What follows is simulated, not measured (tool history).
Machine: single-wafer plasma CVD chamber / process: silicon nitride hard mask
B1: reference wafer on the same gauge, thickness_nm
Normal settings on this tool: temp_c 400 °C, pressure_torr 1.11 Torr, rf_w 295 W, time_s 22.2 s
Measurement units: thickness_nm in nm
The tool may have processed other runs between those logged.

run 1 day=0 | temp_c=400 pressure_torr=1.11 rf_w=295 time_s=22.2 | B1=25.291 | thickness_nm=22.043
run 2 day=0.558 | temp_c=400 pressure_torr=1.11 rf_w=295 time_s=22.2 | B1=25.302 | thickness_nm=21.961
run 3 day=1.267 | temp_c=400 pressure_torr=1.11 rf_w=295 time_s=22.2 | B1=25.308 | thickness_nm=21.951
run 4 day=1.946 | temp_c=400 pressure_torr=1.11 rf_w=295 time_s=22.2 | B1=25.317 | thickness_nm=22.008
run 5 day=2.554 | temp_c=400 pressure_torr=1.11 rf_w=295 time_s=22.2 | B1=25.312 | thickness_nm=21.946
run 6 day=3.129 | temp_c=400 pressure_torr=1.11 rf_w=295 time_s=22.2 | B1=25.303 | thickness_nm=21.99
run 7 day=3.517 | temp_c=400 pressure_torr=1.11 rf_w=295 time_s=22.2 | B1=25.273 | thickness_nm=22.038
run 8 day=4.267 | temp_c=400 pressure_torr=1.11 rf_w=295 time_s=22.2 | B1=25.294 | thickness_nm=21.927
run 9 day=4.675 | temp_c=400 pressure_torr=1.11 rf_w=295 time_s=22.2 | B1=25.299 | thickness_nm=21.97
run 10 day=4.971 | temp_c=400 pressure_torr=1.11 rf_w=295 time_s=22.2 | B1=25.293 | thickness_nm=22.076
run 11 day=5.638 | temp_c=400 pressure_torr=0.97 rf_w=295 time_s=22.2 | B1=25.294 | thickness_nm=20.89
run 12 day=5.933 | temp_c=400 pressure_torr=0.97 rf_w=295 time_s=22.2 | B1=25.272 | thickness_nm=20.768
run 13 day=6.467 | temp_c=400 pressure_torr=0.95 rf_w=295 time_s=22.2 | B1=25.315 | thickness_nm=20.589
-- day=7.108 RF generator calibrated
run 14 day=7.188 | temp_c=400 pressure_torr=0.95 rf_w=295 time_s=22.2 | B1=25.283 | thickness_nm=20.609
run 15 day=7.9 | temp_c=390 pressure_torr=1.11 rf_w=295 time_s=26 | B1=25.285 | thickness_nm=25.657
run 16 day=8.354 | temp_c=408 pressure_torr=1.11 rf_w=265 time_s=22.2 | B1=25.289 | thickness_nm=19.86
run 17 day=8.708 | temp_c=400 pressure_torr=1.11 rf_w=295 time_s=22.2 | B1=25.323 | thickness_nm=22.075
-- day=9.129 thermocouple changed; heater temperature recalibrated
run 18 day=9.354 | temp_c=400 pressure_torr=1.11 rf_w=295 time_s=26 | B1=25.292 | thickness_nm=25.562
run 19 day=9.958 | temp_c=400 pressure_torr=0.89 rf_w=265 time_s=25.4 | B1=25.31 | thickness_nm=20.573
run 20 day=10.396 | temp_c=400 pressure_torr=1.11 rf_w=295 time_s=22.2 | B1=25.328 | thickness_nm=21.908
-- day=11.304 showerhead replaced
-- day=12.379 capacitance manometer re-zeroed and calibrated
run 21 day=12.4 | temp_c=400 pressure_torr=1.11 rf_w=295 time_s=22.2 | B1=25.308 | thickness_nm=22.329
-- day=12.512 gauge calibrated
run 22 day=13.296 | temp_c=411 pressure_torr=0.93 rf_w=295 time_s=25.9 | B1=25.312 | thickness_nm=24.118
run 23 day=13.604 | temp_c=400 pressure_torr=1.11 rf_w=265 time_s=22.2 | B1=25.31 | thickness_nm=20.268
run 24 day=14.733 | temp_c=414 pressure_torr=0.9 rf_w=295 time_s=19.2 | B1=25.311 | thickness_nm=17.529
run 25 day=15.25 | temp_c=400 pressure_torr=1.39 rf_w=295 time_s=22.2 | B1=25.311 | thickness_nm=24.236
run 26 day=15.808 | temp_c=400 pressure_torr=1.11 rf_w=245 time_s=22.2 | B1=25.302 | thickness_nm=18.749
run 27 day=16.096 | temp_c=400 pressure_torr=1.11 rf_w=325 time_s=22.2 | B1=25.301 | thickness_nm=24.122
run 28 day=16.612 | temp_c=410 pressure_torr=0.85 rf_w=295 time_s=23.6 | B1=25.275 | thickness_nm=20.955
run 29 day=17.304 | temp_c=407 pressure_torr=1.32 rf_w=325 time_s=20.6 | B1=25.293 | thickness_nm=23.766
run 30 day=17.858 | temp_c=400 pressure_torr=1.11 rf_w=295 time_s=18.7 | B1=25.293 | thickness_nm=18.718

3 ways to go on from here, each from the tool as it stands after run 30. What would each give?
run A day=17.875 | temp_c=400 pressure_torr=1.11 rf_w=255 time_s=22.2 | B1=? | thickness_nm=?
run B day=17.875 | temp_c=400 pressure_torr=1.27 rf_w=295 time_s=22.2 | B1=? | thickness_nm=?
run C day=17.875 | temp_c=400 pressure_torr=1.11 rf_w=250 time_s=22.2 | B1=? | thickness_nm=?

run=A B1=25.311 thickness_nm=19.342
run=B B1=25.311 thickness_nm=23.253
run=C B1=25.311 thickness_nm=18.982
Without the tool's hidden state the same runs would have given:
run=A thickness_nm=19.616
run=B thickness_nm=23.557
run=C thickness_nm=19.251

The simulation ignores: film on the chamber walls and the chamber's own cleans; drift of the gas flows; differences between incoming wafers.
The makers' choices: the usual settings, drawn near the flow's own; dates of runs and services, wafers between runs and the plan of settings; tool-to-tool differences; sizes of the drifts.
